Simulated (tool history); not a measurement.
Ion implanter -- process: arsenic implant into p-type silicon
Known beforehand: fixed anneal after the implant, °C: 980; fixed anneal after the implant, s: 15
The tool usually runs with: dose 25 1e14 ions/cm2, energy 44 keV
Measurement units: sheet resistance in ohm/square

run,hour,dose,energy,wafers since the last listed run,hours since the last dose calibration,hours since the extraction supply was calibrated,hours since the gauge calibration,"read-back reference wafer on the same gauge, sheet resistance",sheet resistance
1,0,25,44,0,1927,3728.9,858.2,78.73,83.29
2,21.5,25,44,750,1948.5,3750.4,879.7,78.68,83.22
3,35.3,25,44,481,1962.3,3764.2,893.5,78.68,83.29
4,68.3,25,44,1151,1995.3,3797.2,926.5,78.72,83.24
5,95.3,25,44,942,2022.3,3824.2,953.5,78.69,83.27
6,133.4,25,44,1329,2060.4,3862.3,991.6,78.75,83.46
7,159.4,25,44,907,2086.4,3888.3,1017.6,78.69,83.48
# hour 168.6: gauge calibrated
8,232.6,25,44,2553,2159.6,3961.5,64,78.68,83.46
9,314.5,25,44,2857,2241.5,4043.4,145.9,78.77,83.6
# hour 332.5: extraction supply calibrated
10,343.6,25,44,736,2270.6,11.1,175,78.71,81.22
11,355.6,25,44,418,2282.6,23.1,187,78.71,81.15
12,375,25,44,676,2302,42.5,206.4,78.66,81.45
13,402.7,25,44,966,2329.7,70.2,234.1,78.7,81.26
14,416.6,19.11,35,484,2343.6,84.1,248,78.68,95.47
15,443.7,25,44,945,2370.7,111.2,275.1,78.69,81.27
16,477.6,17.67,36,1182,2404.6,145.1,309,78.69,95.92
17,507,28.24,52,1025,2434,174.5,338.4,78.72,73.09
18,541.4,25,55.5,1200,2468.4,208.9,372.8,78.65,72.71
19,566,21.72,33,858,2493,233.5,397.4,78.69,95.99
20,581.9,20.86,44,554,2508.9,249.4,413.3,78.66,84.03
21,617.2,31.5,58.5,1231,2544.2,284.7,448.6,78.71,67.35
# hour 638: Faraday cup replaced and dose calibrated
22,638.5,30.92,34.5,464,0.5,306,469.9,78.7,89.83
23,659,31.5,58.5,715,21,326.5,490.4,78.68,67.33
24,686.9,25,44,973,48.9,354.4,518.3,78.68,81.45
25,704,21.05,50.5,596,66,371.5,535.4,78.73,79.42
26,735.9,30.35,44,1112,97.9,403.4,567.3,78.72,78.72
27,748.1,22.8,54.5,425,110.1,415.6,579.5,78.74,75.32
28,773,30.07,56.5,868,135,440.5,604.4,78.76,69.03
29,791.4,18.59,29.5,641,153.4,458.9,622.8,78.68,104.13
30,810.9,20.23,54.5,680,172.9,478.4,642.3,78.69,78.2
31,833.6,25,44,791,195.6,501.1,665,78.71,81.56
32,863.2,19.94,48.5,1032,225.2,530.7,694.6,78.73,81.93
33,878.2,25,44,523,240.2,545.7,709.6,78.73,81.43
34,900.7,25,40,785,262.7,568.2,732.1,78.76,85.41
35,932.7,27.44,37,1116,294.7,600.2,764.1,78.69,87.42
36,956.6,31.81,51.5,833,318.6,624.1,788,78.67,71.9

Run-by-run hidden state of the tool:
deviation of the true dose from the Faraday cup's reading, %: 0 on each run
gauge reads high (%): 0 on each run
H1: deviation of the true energy from its setpoint, %
run,H1
1,-4.36
2,-4.41
3,-4.44
4,-4.52
5,-4.58
6,-4.67
7,-4.73
8,-4.9
9,-5.09
10,0.546
11,0.546
12,0.545
13,0.544
14,0.544
15,0.542
16,0.54
17,0.537
18,0.533
19,0.53
20,0.527
21,0.522
22,0.518
23,0.514
24,0.508
25,0.505
26,0.497
27,0.494
28,0.488
29,0.483
30,0.478
31,0.471
32,0.462
33,0.457
34,0.449
35,0.438
36,0.43
